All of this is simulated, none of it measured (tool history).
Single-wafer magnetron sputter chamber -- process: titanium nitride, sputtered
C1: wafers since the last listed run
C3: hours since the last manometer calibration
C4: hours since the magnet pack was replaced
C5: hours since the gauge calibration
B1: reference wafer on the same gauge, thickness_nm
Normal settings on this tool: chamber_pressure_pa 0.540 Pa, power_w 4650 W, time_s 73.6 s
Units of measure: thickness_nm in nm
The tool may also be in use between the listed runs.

{"run": 1, "hour": 0.0, "chamber_pressure_pa": 0.54, "power_w": 4650, "time_s": 73.6, "C1": 0, "wafers on the sputter target": 8418, "C3": 764.7, "C4": 8440.3, "C5": 1369.7, "B1": 75.097, "thickness_nm": 62.989}
{"hour": 86.7, "done": "sputter target and shields replaced"}
{"run": 2, "hour": 88.6, "chamber_pressure_pa": 0.493, "power_w": 4650, "time_s": 73.6, "C1": 1712, "wafers on the sputter target": 40, "C3": 853.3, "C4": 8528.9, "C5": 1458.3, "B1": 75.077, "thickness_nm": 64.431}
{"run": 3, "hour": 152.9, "chamber_pressure_pa": 0.493, "power_w": 4650, "time_s": 73.6, "C1": 1366, "wafers on the sputter target": 1406, "C3": 917.6, "C4": 8593.2, "C5": 1522.6, "B1": 75.08, "thickness_nm": 64.151}
{"run": 4, "hour": 228.1, "chamber_pressure_pa": 0.54, "power_w": 5050, "time_s": 64.4, "C1": 1597, "wafers on the sputter target": 3004, "C3": 992.8, "C4": 8668.4, "C5": 1597.8, "B1": 75.11, "thickness_nm": 58.962}
{"run": 5, "hour": 322.5, "chamber_pressure_pa": 0.54, "power_w": 5050, "time_s": 64.4, "C1": 2005, "wafers on the sputter target": 5009, "C3": 1087.2, "C4": 8762.8, "C5": 1692.2, "B1": 75.112, "thickness_nm": 59.656}
{"run": 6, "hour": 393.0, "chamber_pressure_pa": 0.54, "power_w": 5050, "time_s": 64.4, "C1": 1497, "wafers on the sputter target": 6507, "C3": 1157.7, "C4": 8833.3, "C5": 1762.7, "B1": 75.092, "thickness_nm": 58.723}
{"run": 7, "hour": 429.9, "chamber_pressure_pa": 0.54, "power_w": 4650, "time_s": 73.6, "C1": 783, "wafers on the sputter target": 7291, "C3": 1194.6, "C4": 8870.2, "C5": 1799.6, "B1": 75.078, "thickness_nm": 62.751}
{"run": 8, "hour": 467.2, "chamber_pressure_pa": 0.54, "power_w": 4650, "time_s": 73.6, "C1": 792, "wafers on the sputter target": 8083, "C3": 1231.9, "C4": 8907.5, "C5": 1836.9, "B1": 75.114, "thickness_nm": 62.743}
{"hour": 526.7, "done": "sputter target and shields replaced"}
{"run": 9, "hour": 535.8, "chamber_pressure_pa": 0.54, "power_w": 4650, "time_s": 73.6, "C1": 1287, "wafers on the sputter target": 194, "C3": 1300.5, "C4": 8976.1, "C5": 1905.5, "B1": 75.109, "thickness_nm": 62.845}
{"run": 10, "hour": 613.5, "chamber_pressure_pa": 0.54, "power_w": 4650, "time_s": 73.6, "C1": 1650, "wafers on the sputter target": 1844, "C3": 1378.2, "C4": 9053.8, "C5": 1983.2, "B1": 75.217, "thickness_nm": 62.733}
{"run": 11, "hour": 743.9, "chamber_pressure_pa": 0.54, "power_w": 4650, "time_s": 73.6, "C1": 2770, "wafers on the sputter target": 4615, "C3": 1508.6, "C4": 9184.2, "C5": 2113.6, "B1": 75.144, "thickness_nm": 62.395}
{"run": 12, "hour": 886.0, "chamber_pressure_pa": 0.54, "power_w": 4650, "time_s": 73.6, "C1": 3018, "wafers on the sputter target": 7634, "C3": 1650.7, "C4": 9326.3, "C5": 2255.7, "B1": 75.124, "thickness_nm": 62.032}
{"run": 13, "hour": 928.8, "chamber_pressure_pa": 0.54, "power_w": 4650, "time_s": 73.6, "C1": 909, "wafers on the sputter target": 8543, "C3": 1693.5, "C4": 9369.1, "C5": 2298.5, "B1": 75.057, "thickness_nm": 62.71}
{"run": 14, "hour": 980.2, "chamber_pressure_pa": 0.54, "power_w": 4650, "time_s": 73.6, "C1": 1091, "wafers on the sputter target": 9635, "C3": 1744.9, "C4": 9420.5, "C5": 2349.9, "B1": 75.104, "thickness_nm": 62.163}
{"run": 15, "hour": 1040.7, "chamber_pressure_pa": 0.54, "power_w": 4650, "time_s": 73.6, "C1": 1285, "wafers on the sputter target": 10920, "C3": 1805.4, "C4": 9481.0, "C5": 2410.4, "B1": 75.067, "thickness_nm": 62.484}
{"hour": 1052.7, "done": "sputter target and shields replaced"}
{"run": 16, "hour": 1093.6, "chamber_pressure_pa": 0.54, "power_w": 4650, "time_s": 73.6, "C1": 953, "wafers on the sputter target": 868, "C3": 1858.3, "C4": 9533.9, "C5": 2463.3, "B1": 75.17, "thickness_nm": 61.934}
{"hour": 1128.3, "done": "magnet pack replaced"}
{"run": 17, "hour": 1184.8, "chamber_pressure_pa": 0.54, "power_w": 4650, "time_s": 73.6, "C1": 1767, "wafers on the sputter target": 2636, "C3": 1949.5, "C4": 56.5, "C5": 2554.5, "B1": 75.134, "thickness_nm": 62.383}
{"run": 18, "hour": 1260.6, "chamber_pressure_pa": 0.54, "power_w": 4650, "time_s": 73.6, "C1": 1610, "wafers on the sputter target": 4246, "C3": 2025.3, "C4": 132.3, "C5": 2630.3, "B1": 75.125, "thickness_nm": 62.17}
{"run": 19, "hour": 1344.9, "chamber_pressure_pa": 0.602, "power_w": 3750, "time_s": 73.6, "C1": 1790, "wafers on the sputter target": 6037, "C3": 2109.6, "C4": 216.6, "C5": 2714.6, "B1": 75.069, "thickness_nm": 50.475}
{"hour": 1345.2, "done": "gauge calibrated"}
{"run": 20, "hour": 1445.8, "chamber_pressure_pa": 0.742, "power_w": 4650, "time_s": 73.6, "C1": 2143, "wafers on the sputter target": 8181, "C3": 2210.5, "C4": 317.5, "C5": 100.6, "B1": 75.115, "thickness_nm": 57.521}
{"hour": 1498.5, "done": "sputter target and shields replaced"}
{"run": 21, "hour": 1541.5, "chamber_pressure_pa": 0.54, "power_w": 4650, "time_s": 86.6, "C1": 1863, "wafers on the sputter target": 913, "C3": 2306.2, "C4": 413.2, "C5": 196.3, "B1": 75.159, "thickness_nm": 73.115}
{"run": 22, "hour": 1614.2, "chamber_pressure_pa": 0.331, "power_w": 4000, "time_s": 82.8, "C1": 1544, "wafers on the sputter target": 2458, "C3": 2378.9, "C4": 485.9, "C5": 269.0, "B1": 75.004, "thickness_nm": 66.605}
{"run": 23, "hour": 1708.8, "chamber_pressure_pa": 0.54, "power_w": 4650, "time_s": 73.6, "C1": 2009, "wafers on the sputter target": 4468, "C3": 2473.5, "C4": 580.5, "C5": 363.6, "B1": 75.13, "thickness_nm": 61.654}
{"run": 24, "hour": 1750.4, "chamber_pressure_pa": 0.37, "power_w": 3850, "time_s": 78.9, "C1": 883, "wafers on the sputter target": 5351, "C3": 2515.1, "C4": 622.1, "C5": 405.2, "B1": 75.034, "thickness_nm": 60.751}
{"hour": 1786.6, "done": "capacitance manometer re-zeroed and calibrated"}
{"run": 25, "hour": 1787.5, "chamber_pressure_pa": 0.344, "power_w": 4650, "time_s": 73.6, "C1": 618, "wafers on the sputter target": 5970, "C3": 0.9, "C4": 659.2, "C5": 442.3, "B1": 75.165, "thickness_nm": 68.388}
{"run": 26, "hour": 1866.7, "chamber_pressure_pa": 0.54, "power_w": 4650, "time_s": 79.7, "C1": 1682, "wafers on the sputter target": 7652, "C3": 80.1, "C4": 738.4, "C5": 521.5, "B1": 75.09, "thickness_nm": 68.723}
{"run": 27, "hour": 1930.7, "chamber_pressure_pa": 0.326, "power_w": 5700, "time_s": 73.6, "C1": 1359, "wafers on the sputter target": 9012, "C3": 144.1, "C4": 802.4, "C5": 585.5, "B1": 75.102, "thickness_nm": 82.099}
{"run": 28, "hour": 2001.2, "chamber_pressure_pa": 0.388, "power_w": 5150, "time_s": 65.4, "C1": 1497, "wafers on the sputter target": 10510, "C3": 214.6, "C4": 872.9, "C5": 656.0, "B1": 75.085, "thickness_nm": 65.204}
{"hour": 2058.6, "done": "sputter target and shields replaced"}
{"run": 29, "hour": 2073.3, "chamber_pressure_pa": 0.388, "power_w": 5150, "time_s": 65.4, "C1": 1361, "wafers on the sputter target": 313, "C3": 286.7, "C4": 945.0, "C5": 728.1, "B1": 75.071, "thickness_nm": 65.019}
{"run": 30, "hour": 2137.6, "chamber_pressure_pa": 0.54, "power_w": 3500, "time_s": 73.6, "C1": 1366, "wafers on the sputter target": 1679, "C3": 351.0, "C4": 1009.3, "C5": 792.4, "B1": 75.117, "thickness_nm": 49.476}
{"run": 31, "hour": 2209.1, "chamber_pressure_pa": 0.443, "power_w": 4650, "time_s": 73.6, "C1": 1519, "wafers on the sputter target": 3198, "C3": 422.5, "C4": 1080.8, "C5": 863.9, "B1": 75.085, "thickness_nm": 65.164}
{"run": 32, "hour": 2288.3, "chamber_pressure_pa": 0.54, "power_w": 5650, "time_s": 78.9, "C1": 1682, "wafers on the sputter target": 4880, "C3": 501.7, "C4": 1160.0, "C5": 943.1, "B1": 75.124, "thickness_nm": 80.426}
{"run": 33, "hour": 2371.7, "chamber_pressure_pa": 0.54, "power_w": 5500, "time_s": 62.2, "C1": 1771, "wafers on the sputter target": 6652, "C3": 585.1, "C4": 1243.4, "C5": 1026.5, "B1": 75.119, "thickness_nm": 61.193}
{"run": 34, "hour": 2438.8, "chamber_pressure_pa": 0.632, "power_w": 4650, "time_s": 60.6, "C1": 1425, "wafers on the sputter target": 8078, "C3": 652.2, "C4": 1310.5, "C5": 1093.6, "B1": 75.097, "thickness_nm": 50.052}

Describe how what the log doesn't record of the tool's condition differs between the last listed run preceding each entry between runs and the first listed run following it.
From run 1 to run 2: sputter target and shields replaced (hour 86.7)
  true argon pressure above the setpoint (%): 2.71 -> 3.17
  measured value less the no-hidden-state value, thickness_nm: -0.333 -> -0.367 nm
From run 8 to run 9: sputter target and shields replaced (hour 526.7)
  true argon pressure above the setpoint (%): 5.14 -> 5.5
  measured value less the no-hidden-state value, thickness_nm: -0.632 -> -0.676 nm
From run 15 to run 16: sputter target and shields replaced (hour 1052.7)
  true argon pressure above the setpoint (%): 8.13 -> 8.4
  measured value less the no-hidden-state value, thickness_nm: -0.996 -> -1.021 nm
From run 16 to run 17: magnet pack replaced (hour 1128.3)
  true argon pressure above the setpoint (%): 8.4 -> 8.88
  measured value less the no-hidden-state value, thickness_nm: -1.021 -> -1.086 nm
From run 19 to run 20: gauge calibrated (hour 1345.2)
  true argon pressure above the setpoint (%): 9.71 -> 10.2
  measured value less the no-hidden-state value, thickness_nm: -1.064 -> -1.546 nm
From run 20 to run 21: sputter target and shields replaced (hour 1498.5)
  true argon pressure above the setpoint (%): 10.2 -> 10.7
  measured value less the no-hidden-state value, thickness_nm: -1.546 -> -1.541 nm
From run 24 to run 25: capacitance manometer re-zeroed and calibrated (hour 1786.6)
  true argon pressure above the setpoint (%): 11.8 -> -0.194
  measured value less the no-hidden-state value, thickness_nm: -0.988 -> +0.017 nm
From run 28 to run 29: sputter target and shields replaced (hour 2058.6)
  true argon pressure above the setpoint (%): 0.919 -> 1.29
  measured value less the no-hidden-state value, thickness_nm: -0.085 -> -0.120 nm
